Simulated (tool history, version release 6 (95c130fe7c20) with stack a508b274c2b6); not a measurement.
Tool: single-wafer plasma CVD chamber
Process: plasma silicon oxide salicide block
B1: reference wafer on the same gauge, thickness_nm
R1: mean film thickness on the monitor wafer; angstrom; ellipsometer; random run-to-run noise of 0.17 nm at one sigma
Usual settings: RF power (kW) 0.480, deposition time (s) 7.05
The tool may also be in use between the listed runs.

{"run": 1, "hour": 0.0, "RF power (kW)": 0.48, "deposition time (s)": 7.05, "B1": 69.18, "R1": 633.72}
{"run": 2, "hour": 55.5, "RF power (kW)": 0.48, "deposition time (s)": 7.05, "B1": 69.265, "R1": 632.36}
{"run": 3, "hour": 88.2, "RF power (kW)": 0.48, "deposition time (s)": 7.05, "B1": 69.233, "R1": 635.25}
{"run": 4, "hour": 131.2, "RF power (kW)": 0.415, "deposition time (s)": 7.05, "B1": 69.247, "R1": 613.29}
{"run": 5, "hour": 172.9, "RF power (kW)": 0.415, "deposition time (s)": 7.05, "B1": 69.202, "R1": 612.86}
{"run": 6, "hour": 236.0, "RF power (kW)": 0.415, "deposition time (s)": 7.05, "B1": 69.269, "R1": 613.08}
{"run": 7, "hour": 283.4, "RF power (kW)": 0.48, "deposition time (s)": 7.05, "B1": 69.299, "R1": 627.18}
{"run": 8, "hour": 336.5, "RF power (kW)": 0.48, "deposition time (s)": 6.39, "B1": 69.248, "R1": 567.07}
{"hour": 464.0, "done": "RF generator calibrated"}
{"hour": 485.7, "done": "gauge calibrated"}
{"run": 9, "hour": 512.2, "RF power (kW)": 0.48, "deposition time (s)": 8.27, "B1": 69.172, "R1": 747.84}
{"run": 10, "hour": 560.2, "RF power (kW)": 0.4, "deposition time (s)": 6.47, "B1": 69.143, "R1": 564.46}
{"hour": 581.7, "done": "showerhead replaced"}
{"run": 11, "hour": 594.2, "RF power (kW)": 0.48, "deposition time (s)": 7.05, "B1": 69.156, "R1": 637.58}
{"run": 12, "hour": 664.5, "RF power (kW)": 0.525, "deposition time (s)": 6.13, "B1": 69.188, "R1": 563.6}
{"run": 13, "hour": 728.2, "RF power (kW)": 0.48, "deposition time (s)": 8.09, "B1": 69.152, "R1": 733.0}
{"run": 14, "hour": 775.2, "RF power (kW)": 0.43, "deposition time (s)": 7.05, "B1": 69.162, "R1": 620.26}

Forecast each of these 4 alternatives for the next run:
{"run": "A", "hour": 775.6, "RF power (kW)": 0.48, "deposition time (s)": 7.6, "B1": "?", "R1": "?"}
{"run": "B", "hour": 775.6, "RF power (kW)": 0.48, "deposition time (s)": 7.73, "B1": "?", "R1": "?"}
{"run": "C", "hour": 775.6, "RF power (kW)": 0.445, "deposition time (s)": 7.93, "B1": "?", "R1": "?"}
{"run": "D", "hour": 775.6, "RF power (kW)": 0.515, "deposition time (s)": 5.99, "B1": "?", "R1": "?"}

run=A B1=69.150 R1=688.73
run=B B1=69.150 R1=700.51
run=C B1=69.150 R1=706.72
run=D B1=69.150 R1=551.49
Without the tool's hidden state the same runs would have given:
run=A R1=690.06
run=B R1=701.87
run=C R1=708.09
run=D R1=552.56

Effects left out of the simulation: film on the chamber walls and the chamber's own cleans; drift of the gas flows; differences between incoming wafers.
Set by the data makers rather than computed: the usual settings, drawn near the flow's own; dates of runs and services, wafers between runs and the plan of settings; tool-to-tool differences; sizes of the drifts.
